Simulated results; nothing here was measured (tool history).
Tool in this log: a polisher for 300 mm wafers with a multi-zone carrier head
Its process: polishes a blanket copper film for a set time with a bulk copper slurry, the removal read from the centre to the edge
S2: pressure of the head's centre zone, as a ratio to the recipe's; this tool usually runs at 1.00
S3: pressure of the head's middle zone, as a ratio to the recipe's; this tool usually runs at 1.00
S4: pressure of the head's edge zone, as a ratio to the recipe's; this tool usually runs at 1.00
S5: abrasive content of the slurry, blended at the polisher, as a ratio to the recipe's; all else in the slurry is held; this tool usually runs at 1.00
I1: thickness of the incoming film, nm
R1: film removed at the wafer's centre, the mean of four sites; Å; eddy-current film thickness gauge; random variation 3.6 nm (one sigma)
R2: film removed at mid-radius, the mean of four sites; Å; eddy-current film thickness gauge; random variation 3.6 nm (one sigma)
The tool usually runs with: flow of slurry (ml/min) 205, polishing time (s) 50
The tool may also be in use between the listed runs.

run 1 hour=0.0 | flow_of_slurry_(ml/min)=205 S2=1.00 S3=1.00 S4=1.00 S5=1.00 polishing_time_(s)=50 | I1=3911.8 | R1=3126 R2=2994
-- hour=129.3 centre zone pressure recalibrated
-- hour=173.4 edge zone pressure recalibrated
run 2 hour=316.7 | flow_of_slurry_(ml/min)=205 S2=1.00 S3=1.00 S4=1.00 S5=1.00 polishing_time_(s)=50 | I1=3903.0 | R1=3147 R2=3146
-- hour=359.5 worn pad replaced by a new one
run 3 hour=397.7 | flow_of_slurry_(ml/min)=205 S2=1.00 S3=1.00 S4=1.00 S5=1.00 polishing_time_(s)=50 | I1=3969.9 | R1=3235 R2=3018
-- hour=462.5 slurry nozzle cleaned
run 4 hour=472.1 | flow_of_slurry_(ml/min)=205 S2=1.00 S3=1.00 S4=1.00 S5=1.00 polishing_time_(s)=50 | I1=3938.7 | R1=3213 R2=3116
run 5 hour=543.3 | flow_of_slurry_(ml/min)=205 S2=1.00 S3=1.00 S4=1.00 S5=1.00 polishing_time_(s)=50 | I1=3949.3 | R1=3244 R2=3137
run 6 hour=590.1 | flow_of_slurry_(ml/min)=205 S2=1.00 S3=1.00 S4=1.00 S5=1.00 polishing_time_(s)=50 | I1=3878.8 | R1=3165 R2=3107
-- hour=634.6 carrier head's membrane replaced by a new one
-- hour=638.7 centre zone pressure recalibrated
run 7 hour=676.1 | flow_of_slurry_(ml/min)=205 S2=1.00 S3=1.00 S4=1.00 S5=1.00 polishing_time_(s)=50 | I1=3922.6 | R1=3217 R2=3132
-- hour=681.2 edge zone pressure recalibrated
-- hour=727.4 worn pad replaced by a new one
run 8 hour=738.5 | flow_of_slurry_(ml/min)=205 S2=1.00 S3=1.00 S4=1.00 S5=1.00 polishing_time_(s)=50 | I1=3970.0 | R1=3280 R2=3029
run 9 hour=844.0 | flow_of_slurry_(ml/min)=205 S2=1.00 S3=1.00 S4=1.00 S5=1.00 polishing_time_(s)=50 | I1=3900.9 | R1=3203 R2=3162
run 10 hour=893.6 | flow_of_slurry_(ml/min)=205 S2=1.00 S3=1.05 S4=1.00 S5=1.00 polishing_time_(s)=50 | I1=3960.6 | R1=3147 R2=3235
run 11 hour=933.4 | flow_of_slurry_(ml/min)=205 S2=0.90 S3=1.00 S4=1.00 S5=0.75 polishing_time_(s)=50 | I1=3951.0 | R1=2543 R2=2711
run 12 hour=1017.9 | flow_of_slurry_(ml/min)=205 S2=1.00 S3=0.91 S4=1.00 S5=1.00 polishing_time_(s)=50 | I1=3955.4 | R1=3239 R2=2844
-- hour=1023.8 slurry nozzle cleaned
run 13 hour=1064.0 | flow_of_slurry_(ml/min)=205 S2=1.00 S3=1.00 S4=1.00 S5=1.00 polishing_time_(s)=50 | I1=3978.0 | R1=3205 R2=3052
run 14 hour=1119.6 | flow_of_slurry_(ml/min)=205 S2=1.09 S3=0.94 S4=1.00 S5=0.80 polishing_time_(s)=50 | I1=3941.9 | R1=3188 R2=2700
-- hour=1154.6 edge zone pressure recalibrated
-- hour=1181.6 worn pad replaced by a new one
run 15 hour=1195.7 | flow_of_slurry_(ml/min)=205 S2=0.91 S3=1.00 S4=1.09 S5=1.00 polishing_time_(s)=50 | I1=3850.7 | R1=2916 R2=3126
run 16 hour=1251.9 | flow_of_slurry_(ml/min)=205 S2=1.00 S3=1.00 S4=1.00 S5=1.00 polishing_time_(s)=50 | I1=3916.0 | R1=3196 R2=3092
-- hour=1255.9 centre zone pressure recalibrated
run 17 hour=1305.4 | flow_of_slurry_(ml/min)=205 S2=1.00 S3=1.00 S4=1.00 S5=1.00 polishing_time_(s)=50 | I1=3864.1 | R1=3247 R2=3123
-- hour=1565.8 edge zone pressure recalibrated
-- hour=1585.5 worn pad replaced by a new one
run 18 hour=1590.6 | flow_of_slurry_(ml/min)=240 S2=1.00 S3=1.00 S4=1.00 S5=0.90 polishing_time_(s)=50 | I1=3965.0 | R1=3157 R2=3024
-- hour=1651.1 slurry nozzle cleaned
run 19 hour=1666.4 | flow_of_slurry_(ml/min)=205 S2=1.00 S3=1.00 S4=1.00 S5=1.00 polishing_time_(s)=50 | I1=3912.8 | R1=3185 R2=3146
run 20 hour=1725.5 | flow_of_slurry_(ml/min)=205 S2=1.00 S3=1.00 S4=1.00 S5=0.90 polishing_time_(s)=50 | I1=3885.5 | R1=3075 R2=2918
run 21 hour=1818.7 | flow_of_slurry_(ml/min)=205 S2=1.00 S3=1.05 S4=1.00 S5=1.00 polishing_time_(s)=50 | I1=3902.9 | R1=3210 R2=3149
-- hour=1905.4 centre zone pressure recalibrated
run 22 hour=1924.1 | flow_of_slurry_(ml/min)=205 S2=0.90 S3=1.00 S4=1.00 S5=0.70 polishing_time_(s)=63 | I1=3931.5 | R1=3151 R2=3380

Predict each of these 3 candidate next runs independently; none follows another, all start after run 22:
run A hour=1924.5 | flow_of_slurry_(ml/min)=205 S2=1.00 S3=1.00 S4=1.00 S5=1.00 polishing_time_(s)=63 | I1=3968.3 | R1=? R2=?
run B hour=1924.5 | flow_of_slurry_(ml/min)=205 S2=1.03 S3=1.00 S4=1.00 S5=1.00 polishing_time_(s)=43 | I1=3968.3 | R1=? R2=?
run C hour=1924.5 | flow_of_slurry_(ml/min)=150 S2=1.00 S3=1.00 S4=1.00 S5=1.00 polishing_time_(s)=65 | I1=3968.3 | R1=? R2=?

run=A R1=4066 R2=3857
run=B R1=2859 R2=2632
run=C R1=3999 R2=3813
With no hidden state in the tool, these same runs would have given:
run=A R1=4066 R2=3857
run=B R1=2859 R2=2632
run=C R1=3999 R2=3813

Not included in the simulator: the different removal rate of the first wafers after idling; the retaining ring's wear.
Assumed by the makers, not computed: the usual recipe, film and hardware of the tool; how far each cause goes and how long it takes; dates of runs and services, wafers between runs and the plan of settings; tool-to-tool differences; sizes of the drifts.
